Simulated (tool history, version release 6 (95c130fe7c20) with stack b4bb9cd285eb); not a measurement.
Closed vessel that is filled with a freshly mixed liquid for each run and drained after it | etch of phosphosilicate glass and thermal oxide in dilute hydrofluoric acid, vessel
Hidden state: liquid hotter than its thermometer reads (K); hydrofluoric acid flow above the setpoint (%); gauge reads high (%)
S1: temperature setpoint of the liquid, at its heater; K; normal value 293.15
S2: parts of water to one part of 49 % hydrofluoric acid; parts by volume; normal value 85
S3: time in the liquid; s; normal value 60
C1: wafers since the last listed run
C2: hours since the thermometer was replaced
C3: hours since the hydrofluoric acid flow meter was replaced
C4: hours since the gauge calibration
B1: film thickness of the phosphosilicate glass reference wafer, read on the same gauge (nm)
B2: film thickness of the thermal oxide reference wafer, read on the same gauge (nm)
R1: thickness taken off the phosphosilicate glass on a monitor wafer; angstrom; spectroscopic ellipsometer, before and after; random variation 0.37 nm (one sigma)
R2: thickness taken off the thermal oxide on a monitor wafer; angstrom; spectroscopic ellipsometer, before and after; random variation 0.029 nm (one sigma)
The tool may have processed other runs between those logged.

{"run": 1, "hour": 0.0, "S1": 293.15, "S2": 85, "S3": 60, "C1": 0, "C2": 327, "C3": 218.6, "C4": 2428, "B1": 85.03, "B2": 85.015, "R1": 489.4, "R2": 26.14}
{"hour": 22.6, "done": "gauge calibrated"}
{"run": 2, "hour": 49.4, "S1": 295.15, "S2": 85, "S3": 60, "C1": 4696, "C2": 376.4, "C3": 268, "C4": 26.8, "B1": 88.94, "B2": 88.938, "R1": 552, "R2": 29.23}
{"run": 3, "hour": 81.7, "S1": 293.15, "S2": 45, "S3": 60, "C1": 3070, "C2": 408.7, "C3": 300.3, "C4": 59.1, "B1": 88.85, "B2": 88.855, "R1": 989.9, "R2": 52.46}
{"run": 4, "hour": 135.7, "S1": 296.65, "S2": 100, "S3": 60, "C1": 5133, "C2": 462.7, "C3": 354.3, "C4": 113.1, "B1": 88.77, "B2": 88.754, "R1": 492.3, "R2": 25.91}
{"run": 5, "hour": 170.1, "S1": 293.15, "S2": 105, "S3": 60, "C1": 3270, "C2": 497.1, "C3": 388.7, "C4": 147.5, "B1": 88.69, "B2": 88.679, "R1": 402.8, "R2": 21.51}
{"run": 6, "hour": 196.3, "S1": 293.15, "S2": 70, "S3": 80, "C1": 2490, "C2": 523.3, "C3": 414.9, "C4": 173.7, "B1": 88.66, "B2": 88.649, "R1": 831.8, "R2": 44.11}
{"run": 7, "hour": 230.7, "S1": 293.15, "S2": 75, "S3": 85, "C1": 3270, "C2": 557.7, "C3": 449.3, "C4": 208.1, "B1": 88.56, "B2": 88.541, "R1": 822.4, "R2": 43.62}
{"run": 8, "hour": 278.0, "S1": 290.65, "S2": 105, "S3": 40, "C1": 4496, "C2": 605, "C3": 496.6, "C4": 255.4, "B1": 88.46, "B2": 88.485, "R1": 242.8, "R2": 12.72}
{"run": 9, "hour": 335.1, "S1": 293.15, "S2": 85, "S3": 60, "C1": 5428, "C2": 662.1, "C3": 553.7, "C4": 312.5, "B1": 88.32, "B2": 88.344, "R1": 501.9, "R2": 26.75}
{"run": 10, "hour": 383.3, "S1": 293.15, "S2": 70, "S3": 70, "C1": 4582, "C2": 710.3, "C3": 601.9, "C4": 360.7, "B1": 88.33, "B2": 88.289, "R1": 730, "R2": 37.86}
{"run": 11, "hour": 417.4, "S1": 298.15, "S2": 70, "S3": 30, "C1": 3241, "C2": 744.4, "C3": 636, "C4": 394.8, "B1": 88.2, "B2": 88.184, "R1": 384.1, "R2": 20.26}
{"run": 12, "hour": 464.8, "S1": 293.15, "S2": 85, "S3": 60, "C1": 4506, "C2": 791.8, "C3": 683.4, "C4": 442.2, "B1": 88.14, "B2": 88.151, "R1": 508.9, "R2": 26.51}
{"run": 13, "hour": 513.8, "S1": 295.65, "S2": 110, "S3": 40, "C1": 4658, "C2": 840.8, "C3": 732.4, "C4": 491.2, "B1": 88.02, "B2": 88.045, "R1": 280.8, "R2": 14.75}
{"run": 14, "hour": 540.2, "S1": 290.15, "S2": 60, "S3": 35, "C1": 2509, "C2": 867.2, "C3": 758.8, "C4": 517.6, "B1": 87.99, "B2": 87.974, "R1": 379, "R2": 19.69}
{"run": 15, "hour": 584.6, "S1": 290.15, "S2": 55, "S3": 45, "C1": 4221, "C2": 911.6, "C3": 803.2, "C4": 562, "B1": 87.89, "B2": 87.876, "R1": 527.6, "R2": 27.82}
{"hour": 589.2, "done": "hydrofluoric acid flow meter replaced"}
{"run": 16, "hour": 650.4, "S1": 293.15, "S2": 85, "S3": 60, "C1": 6160, "C2": 977.4, "C3": 61.2, "C4": 627.8, "B1": 87.75, "B2": 87.746, "R1": 502, "R2": 26.03}
{"run": 17, "hour": 699.8, "S1": 293.15, "S2": 85, "S3": 85, "C1": 4696, "C2": 1026.8, "C3": 110.6, "C4": 677.2, "B1": 87.67, "B2": 87.667, "R1": 705.3, "R2": 37.09}
{"run": 18, "hour": 753.4, "S1": 290.15, "S2": 70, "S3": 60, "C1": 5095, "C2": 1080.4, "C3": 164.2, "C4": 730.8, "B1": 87.55, "B2": 87.551, "R1": 543.2, "R2": 28.73}
{"run": 19, "hour": 794.1, "S1": 296.65, "S2": 115, "S3": 50, "C1": 3869, "C2": 1121.1, "C3": 204.9, "C4": 771.5, "B1": 87.52, "B2": 87.486, "R1": 341.7, "R2": 18.41}
{"run": 20, "hour": 827.0, "S1": 293.15, "S2": 100, "S3": 90, "C1": 3127, "C2": 1154, "C3": 237.8, "C4": 804.4, "B1": 87.43, "B2": 87.422, "R1": 625.3, "R2": 32.69}
{"run": 21, "hour": 872.4, "S1": 293.15, "S2": 85, "S3": 60, "C1": 4316, "C2": 1199.4, "C3": 283.2, "C4": 849.8, "B1": 87.32, "B2": 87.308, "R1": 497.9, "R2": 26.04}
{"run": 22, "hour": 918.3, "S1": 296.65, "S2": 55, "S3": 90, "C1": 4363, "C2": 1245.3, "C3": 329.1, "C4": 895.7, "B1": 87.22, "B2": 87.24, "R1": 1393.9, "R2": 73.57}
{"run": 23, "hour": 988.6, "S1": 291.15, "S2": 75, "S3": 75, "C1": 6683, "C2": 1315.6, "C3": 399.4, "C4": 966, "B1": 87.12, "B2": 87.073, "R1": 653.1, "R2": 34.29}
{"run": 24, "hour": 1033.4, "S1": 296.15, "S2": 45, "S3": 30, "C1": 4259, "C2": 1360.4, "C3": 444.2, "C4": 1010.8, "B1": 87.02, "B2": 87.006, "R1": 560.6, "R2": 29.83}
{"run": 25, "hour": 1062.4, "S1": 293.15, "S2": 85, "S3": 60, "C1": 2756, "C2": 1389.4, "C3": 473.2, "C4": 1039.8, "B1": 87, "B2": 86.955, "R1": 505.5, "R2": 26.2}
{"run": 26, "hour": 1131.4, "S1": 293.15, "S2": 85, "S3": 60, "C1": 6559, "C2": 1458.4, "C3": 542.2, "C4": 1108.8, "B1": 86.78, "B2": 86.809, "R1": 496.2, "R2": 26.35}

Each row is a separate what-if for the run after 26, all from the same tool condition, not one after another. Results?
{"run": "A", "hour": 1132.1, "S1": 293.15, "S2": 85, "S3": 60, "C1": 66, "C2": 1459.1, "C3": 542.9, "C4": 1109.5, "B1": "?", "B2": "?", "R1": "?", "R2": "?"}
{"run": "B", "hour": 1132.1, "S1": 291.65, "S2": 60, "S3": 60, "C1": 66, "C2": 1459.1, "C3": 542.9, "C4": 1109.5, "B1": "?", "B2": "?", "R1": "?", "R2": "?"}
{"run": "C", "hour": 1132.1, "S1": 290.15, "S2": 85, "S3": 45, "C1": 66, "C2": 1459.1, "C3": 542.9, "C4": 1109.5, "B1": "?", "B2": "?", "R1": "?", "R2": "?"}

run=A B1=86.83 B2=86.836 R1=495.1 R2=25.9
run=B B1=86.83 B2=86.836 R1=677.6 R2=35.45
run=C B1=86.83 B2=86.836 R1=327.4 R2=17.13
Had the tool no hidden state, the same runs would have come out as:
run=A R1=513.3 R2=26.85
run=B R1=702.5 R2=36.75
run=C R1=339.4 R2=17.75
